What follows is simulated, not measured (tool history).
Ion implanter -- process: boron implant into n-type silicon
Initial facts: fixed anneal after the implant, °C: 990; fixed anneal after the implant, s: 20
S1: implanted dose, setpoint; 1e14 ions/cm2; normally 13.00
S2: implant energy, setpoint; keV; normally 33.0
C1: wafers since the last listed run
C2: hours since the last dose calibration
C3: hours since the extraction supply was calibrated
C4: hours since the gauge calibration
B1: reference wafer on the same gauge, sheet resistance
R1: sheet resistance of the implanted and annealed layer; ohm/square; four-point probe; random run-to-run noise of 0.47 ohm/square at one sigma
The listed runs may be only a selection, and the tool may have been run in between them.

run,day,S1,S2,C1,C2,C3,C4,B1,R1
1,0.000,13.00,33.0,0,274.0,1030.3,1764.7,82.48,91.30
2,4.133,13.00,33.0,1026,373.2,1129.5,1863.9,82.42,91.13
3,8.321,13.00,33.0,1039,473.7,1230.0,1964.4,82.47,90.78
4,12.379,13.00,33.0,1007,571.1,1327.4,2061.8,82.16,90.34
5,14.575,13.00,33.0,545,623.8,1380.1,2114.5,82.11,90.38
6,18.038,14.45,33.0,859,706.9,1463.2,2197.6,82.04,83.15
7,21.229,13.00,33.0,792,783.5,1539.8,2274.2,81.85,90.98
8,23.412,13.00,33.0,542,835.9,1592.2,2326.6,81.87,90.06
9,26.929,13.00,33.0,873,920.3,1676.6,2411.0,81.75,89.49
10,30.346,14.58,33.0,848,1002.3,1758.6,2493.0,81.72,82.02
11,32.892,14.58,33.0,631,1063.4,1819.7,2554.1,81.60,82.50
12,35.612,13.00,33.0,675,1128.7,1885.0,2619.4,81.62,89.84
13,39.888,11.33,33.0,1061,1231.3,1987.6,2722.0,81.35,99.23
# day 43.983: extraction supply calibrated
14,48.312,11.33,33.0,2008,1433.5,103.9,2924.2,81.03,98.70
15,49.942,10.35,39.0,404,1472.6,143.0,2963.3,81.11,105.99
16,54.058,10.35,39.0,1021,1571.4,241.8,3062.1,80.93,105.39
17,56.333,13.00,37.5,564,1626.0,296.4,3116.7,80.97,88.44
18,60.038,15.74,33.0,919,1714.9,385.3,3205.6,80.98,77.03
19,62.496,10.99,38.5,610,1773.9,444.3,3264.6,80.78,101.15
20,66.125,13.00,33.0,900,1861.0,531.4,3351.7,80.44,87.62
# day 77.383: Faraday cup replaced and dose calibrated
21,78.788,10.99,38.5,3060,33.7,835.3,3655.6,80.24,99.84
22,81.679,13.00,33.0,717,103.1,904.7,3725.0,80.04,88.97
23,85.925,11.73,33.0,1054,205.0,1006.6,3826.9,79.99,95.53
24,88.975,15.90,37.5,757,278.2,1079.8,3900.1,80.10,74.81
# day 91.242: gauge calibrated
25,93.396,11.60,40.5,1097,384.3,1185.9,51.7,84.70,99.87
26,96.888,16.78,33.0,866,468.1,1269.7,135.5,84.92,77.55
27,99.871,10.12,39.0,740,539.7,1341.3,207.1,84.53,112.49
28,103.825,10.11,25.0,981,634.6,1436.2,302.0,84.53,115.48
29,107.496,13.00,33.0,911,722.7,1524.3,390.1,84.45,93.40
30,110.646,11.53,37.5,781,798.3,1599.9,465.7,84.36,100.07
31,118.117,13.00,33.0,1854,977.6,1779.2,645.0,84.16,91.84
32,119.862,15.05,42.5,433,1019.5,1821.1,686.9,84.02,80.87
33,123.362,16.15,43.0,868,1103.5,1905.1,770.9,83.88,76.97
34,124.971,16.11,28.0,399,1142.1,1943.7,809.5,84.03,79.82
35,128.829,13.00,22.5,957,1234.7,2036.3,902.1,83.84,95.15
36,130.550,16.26,33.0,427,1276.0,2077.6,943.4,83.75,77.37
37,132.050,13.00,36.5,372,1312.0,2113.6,979.4,83.64,92.02
38,135.062,15.99,41.5,747,1384.3,2185.9,1051.7,83.56,77.57

The logged runs with the hidden state left out (each run's random variation unchanged):
What the log doesn't record here: deviation of the true dose from the Faraday cup's reading, %; deviation of the true energy from its setpoint, %; gauge reads high (%).
run,R1
1,94.89
2,94.85
3,94.63
4,94.31
5,94.42
6,86.98
7,95.28
8,94.39
9,93.91
10,86.19
11,86.76
12,94.58
13,104.62
14,104.39
15,112.17
16,111.70
17,93.81
18,81.82
19,107.54
20,93.27
21,106.79
22,95.26
23,102.44
24,80.32
25,101.01
26,78.53
27,114.04
28,117.23
29,94.94
30,101.84
31,93.71
32,82.56
33,78.68
34,81.64
35,97.44
36,79.29
37,94.35
38,79.62
